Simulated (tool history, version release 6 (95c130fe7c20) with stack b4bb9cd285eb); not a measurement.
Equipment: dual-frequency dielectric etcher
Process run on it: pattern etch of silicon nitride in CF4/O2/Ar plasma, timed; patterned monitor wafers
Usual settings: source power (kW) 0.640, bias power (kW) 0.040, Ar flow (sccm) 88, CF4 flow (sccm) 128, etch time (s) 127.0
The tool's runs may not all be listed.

| run | hour | source power (kW) | bias power (kW) | Ar flow (sccm) | CF4 flow (sccm) | etch time (s) | wafers since the last listed run | hours since the last wet clean | hours since the last source power generator calibration | hours since the last bias power generator calibration | hours since the last Ar flow controller change | hours since the last CF4 flow controller change | hours since the last upper electrode change | hours since the gauge calibration | read-back reference wafer on the same gauge, depth_nm | mean etch depth across the wafer (nm) |
|---|---|---|---|---|---|---|---|---|---|---|---|---|---|---|---|---|
| 1 | 0.0 | 0.640 | 0.037 | 88 | 128 | 127.0 | 0 | 147.4 | 3248.8 | 4879.3 | 5218.9 | 1458.3 | 4457.2 | 801.8 | 263.2 | 273.2 |
| 2 | 26.3 | 0.640 | 0.037 | 88 | 128 | 127.0 | 162 | 173.7 | 3275.1 | 4905.6 | 5245.2 | 1484.6 | 4483.5 | 828.1 | 263.4 | 273.1 |
| 3 | 57.0 | 0.640 | 0.037 | 88 | 128 | 127.0 | 189 | 204.4 | 3305.8 | 4936.3 | 5275.9 | 1515.3 | 4514.2 | 858.8 | 262.3 | 274.6 |
| 4 | 76.3 | 0.640 | 0.040 | 88 | 112 | 139.5 | 119 | 223.7 | 3325.1 | 4955.6 | 5295.2 | 1534.6 | 4533.5 | 878.1 | 263.8 | 308.0 |
|  | 104.9 | CF4 flow controller replaced |
| 5 | 108.1 | 0.640 | 0.040 | 66 | 156 | 93.0 | 159 | 255.5 | 3356.9 | 4987.4 | 5327.0 | 3.2 | 4565.3 | 909.9 | 263.2 | 217.5 |
| 6 | 120.8 | 0.520 | 0.040 | 72 | 128 | 107.5 | 78 | 268.2 | 3369.6 | 5000.1 | 5339.7 | 15.9 | 4578.0 | 922.6 | 262.6 | 194.0 |
| 7 | 134.8 | 0.640 | 0.040 | 88 | 128 | 127.0 | 86 | 282.2 | 3383.6 | 5014.1 | 5353.7 | 29.9 | 4592.0 | 936.6 | 261.9 | 285.4 |
| 8 | 146.9 | 0.640 | 0.030 | 88 | 128 | 127.0 | 74 | 294.3 | 3395.7 | 5026.2 | 5365.8 | 42.0 | 4604.1 | 948.7 | 263.2 | 254.1 |
| 9 | 165.8 | 0.640 | 0.040 | 88 | 128 | 127.0 | 116 | 313.2 | 3414.6 | 5045.1 | 5384.7 | 60.9 | 4623.0 | 967.6 | 262.6 | 286.9 |
|  | 190.6 | bias power generator calibrated |
|  | 192.9 | source power generator calibrated |
|  | 196.7 | gauge calibrated |
|  | 201.8 | upper electrode replaced |
| 10 | 202.3 | 0.640 | 0.040 | 88 | 128 | 127.0 | 131 | 349.7 | 9.4 | 11.7 | 5421.2 | 97.4 | 0.5 | 5.6 | 263.1 | 286.9 |
| 11 | 203.6 | 0.640 | 0.040 | 88 | 101 | 127.0 | 8 | 351.0 | 10.7 | 13.0 | 5422.5 | 98.7 | 1.8 | 6.9 | 263.1 | 279.7 |
| 12 | 237.2 | 0.590 | 0.048 | 88 | 109 | 127.0 | 207 | 384.6 | 44.3 | 46.6 | 5456.1 | 132.3 | 35.4 | 40.5 | 262.9 | 275.5 |
| 13 | 308.2 | 0.640 | 0.040 | 88 | 128 | 127.0 | 439 | 455.6 | 115.3 | 117.6 | 5527.1 | 203.3 | 106.4 | 111.5 | 263.3 | 289.2 |
|  | 322.0 | Ar flow controller replaced |
|  | 351.4 | wet clean of the chamber |
| 14 | 351.9 | 0.790 | 0.040 | 95 | 110 | 94.5 | 84 | 0.5 | 159.0 | 161.3 | 29.9 | 247.0 | 150.1 | 155.2 | 263.6 | 253.3 |
| 15 | 363.0 | 0.580 | 0.037 | 98 | 128 | 127.0 | 68 | 11.6 | 170.1 | 172.4 | 41.0 | 258.1 | 161.2 | 166.3 | 262.9 | 242.9 |
| 16 | 389.9 | 0.550 | 0.040 | 88 | 128 | 150.5 | 166 | 38.5 | 197.0 | 199.3 | 67.9 | 285.0 | 188.1 | 193.2 | 262.6 | 281.4 |

Predict the results of run 17:
| 17 | 422.4 | 0.640 | 0.040 | 105 | 128 | 127.0 | 200 | 71.0 | 229.5 | 231.8 | 100.4 | 317.5 | 220.6 | 225.7 | ? | ? |

read-back reference wafer on the same gauge, depth_nm: 263.0
mean etch depth across the wafer (nm): 273.7
Minus the tool's unlogged condition, the same run would have read mean etch depth across the wafer (nm) 273.1.

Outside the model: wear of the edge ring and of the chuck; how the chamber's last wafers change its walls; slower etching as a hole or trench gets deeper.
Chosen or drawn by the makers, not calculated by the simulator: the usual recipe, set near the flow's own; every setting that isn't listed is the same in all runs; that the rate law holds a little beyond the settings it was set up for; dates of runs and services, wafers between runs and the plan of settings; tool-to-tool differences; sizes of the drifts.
